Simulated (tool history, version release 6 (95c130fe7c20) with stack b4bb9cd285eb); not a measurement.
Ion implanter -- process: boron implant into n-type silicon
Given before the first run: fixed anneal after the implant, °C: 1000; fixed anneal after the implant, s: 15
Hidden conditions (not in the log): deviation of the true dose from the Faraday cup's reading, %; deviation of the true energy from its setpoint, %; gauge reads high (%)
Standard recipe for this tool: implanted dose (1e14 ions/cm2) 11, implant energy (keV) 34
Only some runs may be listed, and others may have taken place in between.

| run | day | implanted dose (1e14 ions/cm2) | implant energy (keV) | wafers since the last listed run | hours since the last dose calibration | hours since the extraction supply was calibrated | hours since the gauge calibration | read-back reference wafer on the same gauge, sheet resistance | sheet resistance of the implanted and annealed layer (ohm/square) |
|---|---|---|---|---|---|---|---|---|---|
| 1 | 0 | 11 | 34 | 0 | 1397.3 | 2313.6 | 349.3 | 106.18 | 100.48 |
| 2 | 1.1 | 13.27 | 34 | 1093 | 1423.7 | 2340 | 375.7 | 106.19 | 86.98 |
| 3 | 2.196 | 13.27 | 34 | 1089 | 1450 | 2366.3 | 402 | 106.22 | 86.86 |
| 4 | 3.121 | 13.27 | 34 | 919 | 1472.2 | 2388.5 | 424.2 | 106.17 | 86.89 |
| 5 | 3.979 | 11 | 34 | 853 | 1492.8 | 2409.1 | 444.8 | 106.17 | 100.86 |
| 6 | 4.883 | 11 | 34 | 899 | 1514.5 | 2430.8 | 466.5 | 106.22 | 100.28 |
| 7 | 6.25 | 11 | 34 | 1358 | 1547.3 | 2463.6 | 499.3 | 106.18 | 100.43 |
| 8 | 6.933 | 11 | 34 | 679 | 1563.7 | 2480 | 515.7 | 106.19 | 100.4 |
| 9 | 8.262 | 11 | 34 | 1321 | 1595.6 | 2511.9 | 547.6 | 106.21 | 100.71 |
| 10 | 8.892 | 11 | 34 | 625 | 1610.7 | 2527 | 562.7 | 106.21 | 100.78 |
| 11 | 9.688 | 11 | 34 | 791 | 1629.8 | 2546.1 | 581.8 | 106.21 | 100.92 |
| 12 | 11.938 | 11 | 34 | 2237 | 1683.8 | 2600.1 | 635.8 | 106.22 | 100.45 |
| 13 | 12.642 | 9.28 | 38 | 700 | 1700.7 | 2617 | 652.7 | 106.21 | 114.8 |
| 14 | 13.621 | 9.28 | 38 | 973 | 1724.2 | 2640.5 | 676.2 | 106.24 | 114.49 |
| 15 | 14.946 | 9.28 | 38 | 1317 | 1756 | 2672.3 | 708 | 106.23 | 114.34 |
| 16 | 15.721 | 11 | 34 | 770 | 1774.6 | 2690.9 | 726.6 | 106.28 | 100.92 |
| 17 | 16.279 | 11 | 34 | 555 | 1788 | 2704.3 | 740 | 106.16 | 100.47 |
| 18 | 16.946 | 9.28 | 38 | 662 | 1804 | 2720.3 | 756 | 106.19 | 114.81 |
|  | 16.958 | gauge calibrated |
| 19 | 18.05 | 9.95 | 29.5 | 1097 | 1830.5 | 2746.8 | 26.2 | 106.2 | 110.69 |
|  | 19.325 | extraction supply calibrated |
| 20 | 19.346 | 11 | 34 | 957 | 1861.6 | 0.5 | 57.3 | 106.19 | 100.86 |
| 21 | 20.708 | 9.64 | 37.5 | 1354 | 1894.3 | 33.2 | 90 | 106.2 | 111.27 |
| 22 | 22.142 | 11 | 34 | 1425 | 1928.7 | 67.6 | 124.4 | 106.23 | 100.32 |
|  | 22.575 | Faraday cup replaced and dose calibrated |
| 23 | 23.458 | 9.95 | 29.5 | 977 | 21.2 | 99.2 | 156 | 106.19 | 112.99 |
| 24 | 24.054 | 13.83 | 34 | 592 | 35.5 | 113.5 | 170.3 | 106.19 | 86.21 |
| 25 | 25.117 | 11 | 31 | 1056 | 61 | 139 | 195.8 | 106.19 | 103.93 |
| 26 | 26.412 | 11 | 34 | 1288 | 92.1 | 170.1 | 226.9 | 106.25 | 103.26 |
| 27 | 27.8 | 11 | 34 | 1379 | 125.4 | 203.4 | 260.2 | 106.21 | 103.45 |
| 28 | 28.95 | 12.63 | 34 | 1143 | 153 | 231 | 287.8 | 106.14 | 92.98 |
|  | 30.029 | Faraday cup replaced and dose calibrated, repeated, since the last time left the tool worse |
| 29 | 30.729 | 8.27 | 23.5 | 1437 | 16.8 | 273.7 | 330.5 | 106.13 | 127.18 |
| 30 | 32.108 | 11.98 | 41 | 1371 | 49.9 | 306.8 | 363.6 | 106.19 | 92.02 |
| 31 | 33.058 | 9.67 | 45 | 944 | 72.7 | 329.6 | 386.4 | 106.16 | 107.97 |
| 32 | 34.362 | 8.35 | 31 | 1296 | 104 | 360.9 | 417.7 | 106.2 | 125.18 |
| 33 | 35.779 | 13.78 | 25.5 | 1408 | 138 | 394.9 | 451.7 | 106.21 | 84.49 |
| 34 | 36.642 | 12.42 | 27.5 | 857 | 158.7 | 415.6 | 472.4 | 106.22 | 91.16 |
| 35 | 37.479 | 13 | 44 | 832 | 178.8 | 435.7 | 492.5 | 106.2 | 85.92 |
| 36 | 38.962 | 11 | 34 | 1474 | 214.4 | 471.3 | 528.1 | 106.2 | 99.24 |
| 37 | 39.517 | 8.32 | 42 | 551 | 227.7 | 484.6 | 541.4 | 106.21 | 122.97 |
| 38 | 40.096 | 8.09 | 31 | 575 | 241.6 | 498.5 | 555.3 | 106.26 | 128.31 |

State the hidden condition of the tool at each of the runs:
deviation of the true energy from its setpoint, %: 0 at every run
gauge reads high (%): 0 at every run
H1: deviation of the true dose from the Faraday cup's reading, %
| run | H1 |
|---|---|
| 1 | -2.9 |
| 2 | -2.92 |
| 3 | -2.93 |
| 4 | -2.95 |
| 5 | -2.96 |
| 6 | -2.98 |
| 7 | -3 |
| 8 | -3.01 |
| 9 | -3.03 |
| 10 | -3.04 |
| 11 | -3.05 |
| 12 | -3.08 |
| 13 | -3.09 |
| 14 | -3.1 |
| 15 | -3.11 |
| 16 | -3.12 |
| 17 | -3.13 |
| 18 | -3.14 |
| 19 | -3.15 |
| 20 | -3.16 |
| 21 | -3.17 |
| 22 | -3.19 |
| 23 | -5.84 |
| 24 | -5.9 |
| 25 | -6.02 |
| 26 | -6.16 |
| 27 | -6.3 |
| 28 | -6.42 |
| 29 | -0.536 |
| 30 | -0.693 |
| 31 | -0.797 |
| 32 | -0.935 |
| 33 | -1.08 |
| 34 | -1.16 |
| 35 | -1.24 |
| 36 | -1.38 |
| 37 | -1.43 |
| 38 | -1.48 |
